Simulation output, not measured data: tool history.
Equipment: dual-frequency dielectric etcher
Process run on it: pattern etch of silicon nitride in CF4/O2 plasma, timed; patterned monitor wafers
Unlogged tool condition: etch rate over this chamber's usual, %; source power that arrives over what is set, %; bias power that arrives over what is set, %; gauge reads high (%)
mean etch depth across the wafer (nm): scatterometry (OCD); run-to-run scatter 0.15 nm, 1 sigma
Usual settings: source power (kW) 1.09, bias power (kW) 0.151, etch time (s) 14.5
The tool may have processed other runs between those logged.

| run | hour | source power (kW) | bias power (kW) | etch time (s) | wafers since the last listed run | hours since the last wet clean | hours since the last source power generator calibration | hours since the last bias power generator calibration | hours since the last upper electrode change | hours since the gauge calibration | read-back reference wafer on the same gauge, depth_nm | mean etch depth across the wafer (nm) |
|---|---|---|---|---|---|---|---|---|---|---|---|---|
| 1 | 0 | 1.2 | 0.151 | 14.5 | 0 | 459.9 | 1371.4 | 3078.6 | 2480.1 | 1602.4 | 57.1 | 61.9 |
|  | 38.6 | wet clean of the chamber |
| 2 | 39.1 | 1.2 | 0.151 | 14.5 | 294 | 0.5 | 1410.5 | 3117.7 | 2519.2 | 1641.5 | 57.1 | 62.3 |
| 3 | 96.3 | 1.09 | 0.178 | 14.5 | 1116 | 57.7 | 1467.7 | 3174.9 | 2576.4 | 1698.7 | 57.1 | 61.1 |
| 4 | 143.7 | 1.09 | 0.178 | 14.5 | 925 | 105.1 | 1515.1 | 3222.3 | 2623.8 | 1746.1 | 57.1 | 61.4 |
| 5 | 169 | 1.15 | 0.151 | 13 | 493 | 130.4 | 1540.4 | 3247.6 | 2649.1 | 1771.4 | 57.1 | 53.7 |
| 6 | 223.1 | 1.15 | 0.151 | 13 | 1056 | 184.5 | 1594.5 | 3301.7 | 2703.2 | 1825.5 | 57.1 | 53.7 |
| 7 | 255.1 | 1.15 | 0.151 | 13 | 624 | 216.5 | 1626.5 | 3333.7 | 2735.2 | 1857.5 | 57.1 | 53.8 |
| 8 | 388.4 | 1.09 | 0.127 | 14.5 | 2602 | 349.8 | 1759.8 | 3467 | 2868.5 | 1990.8 | 57.1 | 53 |
| 9 | 415.8 | 0.86 | 0.13 | 12 | 534 | 377.2 | 1787.2 | 3494.4 | 2895.9 | 2018.2 | 57.1 | 36.4 |
|  | 474.6 | upper electrode replaced |
| 10 | 475.1 | 1.09 | 0.114 | 14.5 | 689 | 436.5 | 1846.5 | 3553.7 | 0.5 | 2077.5 | 57.1 | 51.3 |
| 11 | 506.1 | 1.09 | 0.114 | 14.5 | 605 | 467.5 | 1877.5 | 3584.7 | 31.5 | 2108.5 | 57.1 | 51.3 |
| 12 | 540.2 | 1.09 | 0.151 | 14.5 | 665 | 501.6 | 1911.6 | 3618.8 | 65.6 | 2142.6 | 57.1 | 57 |
|  | 555.1 | gauge calibrated |
|  | 570.1 | wet clean of the chamber |
| 13 | 710.8 | 0.94 | 0.128 | 14.5 | 2861 | 140.7 | 2082.2 | 3789.4 | 236.2 | 155.7 | 57.1 | 47.1 |
| 14 | 771.1 | 1.27 | 0.151 | 16.5 | 1177 | 201 | 2142.5 | 3849.7 | 296.5 | 216 | 57.1 | 74.1 |
|  | 789.5 | source power generator calibrated |
| 15 | 839.6 | 1.35 | 0.179 | 16 | 1259 | 269.5 | 50.1 | 3918.2 | 365 | 284.5 | 57.1 | 80.7 |
| 16 | 896.5 | 0.88 | 0.119 | 16.5 | 1110 | 326.4 | 107 | 3975.1 | 421.9 | 341.4 | 57.1 | 49.3 |
| 17 | 957.1 | 1.09 | 0.169 | 14.5 | 1183 | 387 | 167.6 | 4035.7 | 482.5 | 402 | 57.1 | 59.7 |
|  | 1016.3 | wet clean of the chamber |
| 18 | 1112.2 | 1.09 | 0.151 | 14.5 | 2559 | 95.9 | 322.7 | 4190.8 | 637.6 | 557.1 | 57.1 | 57 |
|  | 1144 | bias power generator calibrated |
| 19 | 1267 | 1.33 | 0.126 | 10.5 | 2943 | 250.7 | 477.5 | 123 | 792.4 | 711.9 | 57.1 | 45.8 |
| 20 | 1334.1 | 0.92 | 0.137 | 13.5 | 1309 | 317.8 | 544.6 | 190.1 | 859.5 | 779 | 57.1 | 44.2 |
| 21 | 1374.2 | 1.09 | 0.151 | 14.5 | 782 | 357.9 | 584.7 | 230.2 | 899.6 | 819.1 | 57.1 | 56.8 |
|  | 1451.5 | wet clean of the chamber |
| 22 | 1452 | 1.09 | 0.151 | 14.5 | 1050 | 0.5 | 662.5 | 308 | 977.4 | 896.9 | 57.1 | 57.3 |
| 23 | 1487.2 | 1.09 | 0.151 | 14.5 | 687 | 35.7 | 697.7 | 343.2 | 1012.6 | 932.1 | 57.1 | 57.1 |
| 24 | 1516.1 | 1.2 | 0.151 | 14.5 | 564 | 64.6 | 726.6 | 372.1 | 1041.5 | 961 | 57.1 | 62.1 |
| 25 | 1580.5 | 1.09 | 0.151 | 16 | 1257 | 129 | 791 | 436.5 | 1105.9 | 1025.4 | 57.1 | 63 |

Predict the results of run 26:
| 26 | 1633.2 | 1.09 | 0.151 | 14.5 | 1028 | 181.7 | 843.7 | 489.2 | 1158.6 | 1078.1 | ? | ? |

Run 26 measured read-back reference wafer on the same gauge, depth_nm 57.1, mean etch depth across the wafer (nm) 57.4.
If the tool had no hidden condition, the same run with the same run-to-run variation would have returned mean etch depth across the wafer (nm) 57.4.

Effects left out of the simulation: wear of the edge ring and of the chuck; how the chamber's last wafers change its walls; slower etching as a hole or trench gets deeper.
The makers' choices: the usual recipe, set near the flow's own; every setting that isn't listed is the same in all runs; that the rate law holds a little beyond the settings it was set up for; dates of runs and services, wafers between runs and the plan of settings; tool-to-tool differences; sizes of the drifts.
